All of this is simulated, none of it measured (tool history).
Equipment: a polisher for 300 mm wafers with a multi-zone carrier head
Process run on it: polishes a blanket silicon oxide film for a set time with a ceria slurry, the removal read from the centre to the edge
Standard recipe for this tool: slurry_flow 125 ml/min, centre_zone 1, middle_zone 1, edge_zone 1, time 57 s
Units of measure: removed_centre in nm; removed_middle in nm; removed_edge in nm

| run | hour | slurry_flow | centre_zone | middle_zone | edge_zone | time | incoming thickness of the incoming film, nm | removed_centre | removed_middle | removed_edge |
|---|---|---|---|---|---|---|---|---|---|---|
| 1 | 0 | 125 | 1 | 1 | 1.08 | 57 | 973.8 | 147.5 | 165.4 | 167.9 |
|  | 4.2 | worn pad replaced by a new one |
| 2 | 11.9 | 125 | 1.08 | 1 | 1 | 61 | 970.8 | 171.1 | 178.4 | 173.9 |
| 3 | 24.5 | 125 | 1.08 | 1 | 1 | 61 | 972.9 | 170.9 | 178.6 | 174.6 |
| 4 | 42.2 | 125 | 1 | 1 | 1.06 | 57 | 976.1 | 145.6 | 163.6 | 166.7 |
| 5 | 49.5 | 150 | 1.07 | 1 | 1 | 57 | 978.9 | 162.9 | 170.7 | 165.3 |
| 6 | 59.6 | 150 | 1.07 | 1 | 1 | 57 | 964 | 159.6 | 169.5 | 168.1 |
| 7 | 72.6 | 125 | 1 | 1 | 1 | 57 | 959.9 | 141.8 | 163.2 | 165.2 |
|  | 82.4 | slurry nozzle cleaned |
| 8 | 87.7 | 125 | 1 | 1 | 1 | 57 | 961 | 144.3 | 164.5 | 163.4 |
|  | 99.4 | worn pad replaced by a new one |
|  | 103 | centre zone pressure recalibrated |
| 9 | 103.5 | 145 | 1 | 1 | 1 | 57 | 983.8 | 174.3 | 168.1 | 165.4 |
| 10 | 117.1 | 125 | 1 | 1 | 1 | 57 | 973.3 | 169.4 | 163.5 | 166.5 |
| 11 | 127.5 | 125 | 1 | 1 | 1 | 57 | 971.6 | 172.5 | 165.6 | 162.4 |
| 12 | 140.3 | 125 | 1 | 1 | 1 | 57 | 970.9 | 168.5 | 164.6 | 167.5 |
| 13 | 151.6 | 125 | 1.09 | 0.88 | 0.97 | 57 | 972 | 181.9 | 147.5 | 161 |
| 14 | 162.8 | 125 | 1 | 1 | 1 | 48 | 983.8 | 141.1 | 140.2 | 137.7 |
|  | 177.2 | carrier head's membrane replaced by a new one |
| 15 | 177.8 | 125 | 1 | 1 | 1.09 | 57 | 983.4 | 169.1 | 163.5 | 168.4 |
| 16 | 187.6 | 95 | 0.89 | 0.94 | 1 | 66 | 980.3 | 166 | 170.2 | 182.5 |
| 17 | 202.7 | 125 | 0.91 | 1 | 1 | 57 | 989.9 | 155.3 | 163.7 | 162.7 |
|  | 205 | edge zone pressure recalibrated |
|  | 208.6 | worn pad replaced by a new one |
| 18 | 210.1 | 125 | 1 | 1.05 | 1 | 72 | 954.1 | 211.1 | 216.8 | 202.6 |
| 19 | 216.6 | 125 | 1 | 1 | 0.95 | 57 | 967.3 | 169.2 | 165.5 | 160.8 |
| 20 | 227.5 | 125 | 0.9 | 1 | 1 | 39 | 962 | 104.5 | 114.4 | 109.8 |
| 21 | 243.8 | 160 | 1 | 1.07 | 1.07 | 49 | 976.8 | 151.4 | 154 | 146.5 |
| 22 | 261.2 | 125 | 0.89 | 1.06 | 1 | 57 | 951 | 148.5 | 174 | 159.8 |
| 23 | 267.9 | 125 | 1 | 1 | 0.95 | 57 | 970.1 | 167.4 | 162.9 | 164.2 |

Below are 3 alternative next runs, each starting from the tool's condition after run 23. Predict each:
| A | 268.3 | 125 | 1 | 1 | 1 | 57 | 968.3 | ? | ? | ? |
| B | 268.3 | 85 | 1 | 0.94 | 1 | 65 | 968.3 | ? | ? | ? |
| C | 268.3 | 125 | 1 | 0.93 | 1 | 57 | 968.3 | ? | ? | ? |

| run | removed_centre | removed_middle | removed_edge |
|---|---|---|---|
| A | 165.2 | 164.5 | 167.1 |
| B | 174.4 | 166.5 | 182 |
| C | 165.1 | 154.8 | 167.2 |
Take away the tool's hidden state, keep each run's random variation, and the runs would have read:
| run | removed_centre | removed_middle | removed_edge |
|---|---|---|---|
| A | 163.6 | 164.6 | 167.1 |
| B | 172.6 | 166.5 | 182 |
| C | 163.5 | 154.8 | 167.2 |
